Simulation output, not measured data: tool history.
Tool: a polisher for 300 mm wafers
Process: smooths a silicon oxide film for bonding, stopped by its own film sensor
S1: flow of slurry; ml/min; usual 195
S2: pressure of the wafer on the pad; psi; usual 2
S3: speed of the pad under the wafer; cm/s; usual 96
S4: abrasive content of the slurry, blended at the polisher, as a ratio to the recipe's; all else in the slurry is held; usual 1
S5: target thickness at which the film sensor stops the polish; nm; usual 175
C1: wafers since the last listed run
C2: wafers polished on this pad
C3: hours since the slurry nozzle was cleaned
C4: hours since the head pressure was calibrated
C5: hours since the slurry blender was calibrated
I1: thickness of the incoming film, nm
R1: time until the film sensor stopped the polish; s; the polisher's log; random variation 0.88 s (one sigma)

Run 1, hour 0: usual settings but S5 172 nm; C1 0; C2 124; C3 182.5; C4 960.4; C5 216.1; I1 210.6. Result: R1 56.1 s.
Run 2, hour 26.6: usual settings; C1 157; C2 282; C3 209.1; C4 987; C5 242.7; I1 207.3. Result: R1 45.9 s.
Run 3, hour 58.5: usual settings; C1 189; C2 471; C3 241; C4 1018.9; C5 274.6; I1 213.6. Result: R1 55.4 s.
Run 4, hour 83.8: usual settings but S5 167 nm; C1 149; C2 621; C3 266.3; C4 1044.2; C5 299.9; I1 207.6. Result: R1 57.6 s.
Run 5, hour 97.8: usual settings but S2 2.3 psi, S5 170 nm; C1 82; C2 704; C3 280.3; C4 1058.2; C5 313.9; I1 206.3. Result: R1 44.9 s.
At hour 142.5: worn pad replaced by a new one.
Run 6, hour 144.3: usual settings but S1 175 ml/min, S2 2.2 psi; C1 251; C2 10; C3 326.8; C4 1104.7; C5 360.4; I1 212.9. Result: R1 48.7 s.
Run 7, hour 164: usual settings but S2 1.9 psi; C1 116; C2 127; C3 346.5; C4 1124.4; C5 380.1; I1 209. Result: R1 49.5 s.
At hour 179.3: slurry blender recalibrated.
Run 8, hour 189.5: usual settings; C1 139; C2 266; C3 372; C4 1149.9; C5 10.2; I1 209.2. Result: R1 47.5 s.
Run 9, hour 211.1: usual settings; C1 127; C2 394; C3 393.6; C4 1171.5; C5 31.8; I1 208.5. Result: R1 47.1 s.
At hour 275.9: worn pad replaced by a new one.
At hour 305.1: head pressure recalibrated.
Run 10, hour 305.6: usual settings but S4 1.05; C1 524; C2 164; C3 488.1; C4 0.5; C5 126.3; I1 213.2. Result: R1 52.6 s.
Run 11, hour 336.5: usual settings but S4 1.05; C1 183; C2 347; C3 519; C4 31.4; C5 157.2; I1 213.7. Result: R1 53.6 s.
Run 12, hour 363.7: usual settings but S5 183 nm; C1 161; C2 508; C3 546.2; C4 58.6; C5 184.4; I1 209.5. Result: R1 37.2 s.
Run 13, hour 393.2: usual settings; C1 174; C2 683; C3 575.7; C4 88.1; C5 213.9; I1 212.7. Result: R1 52.8 s.
Run 14, hour 414.4: usual settings; C1 125; C2 808; C3 596.9; C4 109.3; C5 235.1; I1 213. Result: R1 54 s.
Run 15, hour 444.5: usual settings but S3 66 cm/s, S5 184 nm; C1 178; C2 987; C3 627; C4 139.4; C5 265.2; I1 207.4. Result: R1 45 s.
At hour 452.1: worn pad replaced by a new one.
Run 16, hour 472.2: usual settings but S1 215 ml/min, S5 182 nm; C1 140; C2 119; C3 654.7; C4 167.1; C5 292.9; I1 209.3. Result: R1 36.8 s.
At hour 481.7: slurry nozzle cleaned.
Run 17, hour 489.4: usual settings but S3 62 cm/s; C1 95; C2 215; C3 7.7; C4 184.3; C5 310.1; I1 210.2. Result: R1 70 s.
At hour 506: slurry blender recalibrated.
Run 18, hour 516.8: usual settings but S1 265 ml/min, S5 185 nm; C1 150; C2 365; C3 35.1; C4 211.7; C5 10.8; I1 211.7. Result: R1 35.2 s.
Run 19, hour 535.4: usual settings but S4 1.05; C1 110; C2 475; C3 53.7; C4 230.3; C5 29.4; I1 212.1. Result: R1 51.8 s.
Run 20, hour 547.9: usual settings but S1 215 ml/min, S5 182 nm; C1 74; C2 550; C3 66.2; C4 242.8; C5 41.9; I1 207.6. Result: R1 34.9 s.
Run 21, hour 571.2: usual settings but S3 120 cm/s, S5 171 nm; C1 138; C2 688; C3 89.5; C4 266.1; C5 65.2; I1 209.3. Result: R1 45.9 s.
Run 22, hour 587.4: usual settings; C1 95; C2 784; C3 105.7; C4 282.3; C5 81.4; I1 210.8. Result: R1 50.2 s.
At hour 609.5: worn pad replaced by a new one.
Run 23, hour 619.3: usual settings but S3 62 cm/s; C1 165; C2 57; C3 137.6; C4 314.2; C5 113.3; I1 208.6. Result: R1 67.5 s.
Run 24, hour 632.6: usual settings but S1 160 ml/min, S2 1.3 psi; C1 78; C2 136; C3 150.9; C4 327.5; C5 126.6; I1 209. Result: R1 74.2 s.
Run 25, hour 644.8: usual settings but S3 126 cm/s; C1 72; C2 209; C3 163.1; C4 339.7; C5 138.8; I1 210.5. Result: R1 39.4 s.
Run 26, hour 657.7: usual settings but S5 172 nm; C1 76; C2 285; C3 176; C4 352.6; C5 151.7; I1 208.6. Result: R1 51.9 s.
Run 27, hour 684.4: usual settings; C1 158; C2 443; C3 202.7; C4 379.3; C5 178.4; I1 208.4. Result: R1 47 s.
Run 28, hour 709.2: usual settings but S4 1.25, S5 183 nm; C1 146; C2 590; C3 227.5; C4 404.1; C5 203.2; I1 211.4. Result: R1 36.7 s.
Run 29, hour 728.9: usual settings but S1 165 ml/min, S4 0.7; C1 116; C2 707; C3 247.2; C4 423.8; C5 222.9; I1 207.3. Result: R1 55.5 s.
Run 30, hour 754.7: usual settings but S3 78 cm/s; C1 152; C2 860; C3 273; C4 449.6; C5 248.7; I1 208.9. Result: R1 56 s.

How the hidden state differs across the entries between the runs, from the last listed run before each to the first after it:
Between runs 5 and 6: worn pad replaced by a new one (hour 142.5)
  no hidden state differs between the two runs
Between runs 7 and 8: slurry blender recalibrated (hour 179.3)
  no hidden state differs between the two runs
Between runs 9 and 10: worn pad replaced by a new one (hour 275.9); head pressure recalibrated (hour 305.1)
  no hidden state differs between the two runs
Between runs 15 and 16: worn pad replaced by a new one (hour 452.1)
  no hidden state differs between the two runs
Between runs 16 and 17: slurry nozzle cleaned (hour 481.7)
  no hidden state differs between the two runs
Between runs 17 and 18: slurry blender recalibrated (hour 506)
  no hidden state differs between the two runs
Between runs 22 and 23: worn pad replaced by a new one (hour 609.5)
  no hidden state differs between the two runs

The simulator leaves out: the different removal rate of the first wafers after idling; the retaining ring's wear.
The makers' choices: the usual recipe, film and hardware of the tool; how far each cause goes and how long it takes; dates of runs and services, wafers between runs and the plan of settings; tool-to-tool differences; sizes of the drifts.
